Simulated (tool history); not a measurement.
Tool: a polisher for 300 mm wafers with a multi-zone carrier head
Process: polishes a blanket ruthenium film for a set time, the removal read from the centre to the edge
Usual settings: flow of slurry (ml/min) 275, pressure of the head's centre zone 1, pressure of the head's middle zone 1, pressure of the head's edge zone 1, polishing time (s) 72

run   hour  flow of slurry (ml/min)  pressure of the head's centre zone  pressure of the head's middle zone  pressure of the head's edge zone  polishing time (s)  wafers since the last listed run  wafers polished on this pad  hours since the slurry nozzle was cleaned  hours since the centre zone pressure was calibrated  hours since the edge zone pressure was calibrated  hours since the carrier head's membrane was replaced  incoming thickness of the incoming film, nm  film removed at the wafer's centre (Å)  film removed at mid-radius (Å)  film removed at the wafer's edge (Å)
  1      0                      275                                   1                                   1                                 1                  72                                 0                          526                                      485.7                                               1129.5                                             1100.1                                                1992.8                                        616.4                                     785                             773                                   759
  2    8.5                      275                                   1                                   1                                 1                  72                                71                          598                                      494.2                                                 1138                                             1108.6                                                2001.3                                        596.8                                     796                             774                                   748
  3   19.2                      275                                   1                                   1                                 1                  72                                90                          689                                      504.9                                               1148.7                                             1119.3                                                  2012                                        613.4                                     773                             762                                   764
  4   26.5                      275                                   1                                   1                                 1                  72                                61                          751                                      512.2                                                 1156                                             1126.6                                                2019.3                                        607.3                                     774                             763                                   746
  5   38.5                      275                                0.96                                   1                                 1                  72                               101                          852                                      524.2                                                 1168                                             1138.6                                                2031.3                                        620.5                                     745                             757                                   731
  6   45.6                      275                                0.96                                   1                                 1                  72                                60                          912                                      531.3                                               1175.1                                             1145.7                                                2038.4                                        612.5                                     727                             757                                   747
  7   53.2                      230                                   1                                   1                                 1                  72                                64                          976                                      538.9                                               1182.7                                             1153.3                                                  2046                                        605.3                                     755                             738                                   749
      59.9  -- centre zone pressure recalibrated
  8   65.6                      275                                   1                                   1                                 1                  72                                87                         1064                                      551.3                                                  5.7                                             1165.7                                                2058.4                                        621.5                                     755                             754                                   743
      73.1  -- slurry nozzle cleaned
  9   79.9                      350                                   1                                   1                              0.91                  64                               112                         1177                                        6.8                                                   20                                               1180                                                2072.7                                        617.7                                     691                             683                                   619
      88.2  -- worn pad replaced by a new one
 10   90.9                      275                                   1                                   1                                 1                  72                                59                           22                                       17.8                                                   31                                               1191                                                2083.7                                        609.4                                     859                             847                                   842
 11   97.4                      300                                   1                                   1                              1.06                  72                                54                           77                                       24.3                                                 37.5                                             1197.5                                                2090.2                                        603.7                                     859                             851                                   829
 12  114.6                      225                                   1                                1.08                                 1                  72                               145                          223                                       41.5                                                 54.7                                             1214.7                                                2107.4                                          604                                     811                             840                                   784
     134.8  -- carrier head's membrane replaced by a new one
 13  135.3                      275                                   1                                0.89                                 1                  94                               132                          355                                       62.2                                                 75.4                                             1235.4                                                   0.5                                        617.2                                    1044                             951                                  1003
 14    147                      275                                   1                                   1                              1.08                  72                                98                          454                                       73.9                                                 87.1                                             1247.1                                                  12.2                                        607.9                                     798                             781                                   781
     151.4  -- edge zone pressure recalibrated
 15  163.6                      275                                   1                                   1                                 1                  72                               123                          578                                       90.5                                                103.7                                               12.2                                                  28.8                                          619                                     796                             767                                   756
 16  176.1                      275                                 0.9                                   1                                 1                  80                               105                          684                                        103                                                116.2                                               24.7                                                  41.3                                        611.9                                     793                             858                                   826
 17  190.2                      275                                   1                                   1                                 1                  72                               119                          803                                      117.1                                                130.3                                               38.8                                                  55.4                                        602.8                                     781                             759                                   736

What if the next run were any one of these 3? Each begins from the tool's condition after run 17:
  A  190.7                      275                                   1                                   1                                 1                  72                                 4                          807                                      117.6                                                130.8                                               39.3                                                  55.9                                        610.6                                       ?                               ?                                     ?
  B  190.7                      275                                   1                                0.92                              0.95                  72                                 4                          807                                      117.6                                                130.8                                               39.3                                                  55.9                                        610.6                                       ?                               ?                                     ?
  C  190.7                      340                                   1                                   1                                 1                  91                                 4                          807                                      117.6                                                130.8                                               39.3                                                  55.9                                        610.6                                       ?                               ?                                     ?

run  film removed at the wafer's centre (Å)  film removed at mid-radius (Å)  film removed at the wafer's edge (Å)
  A                                     777                             762                                   744
  B                                     777                             713                                   731
  C                                    1006                             985                                   957
With no hidden state in the tool, these same runs would have given:
run  film removed at the wafer's centre (Å)  film removed at mid-radius (Å)  film removed at the wafer's edge (Å)
  A                                     886                             869                                   848
  B                                     885                             813                                   833
  C                                    1146                            1122                                  1090
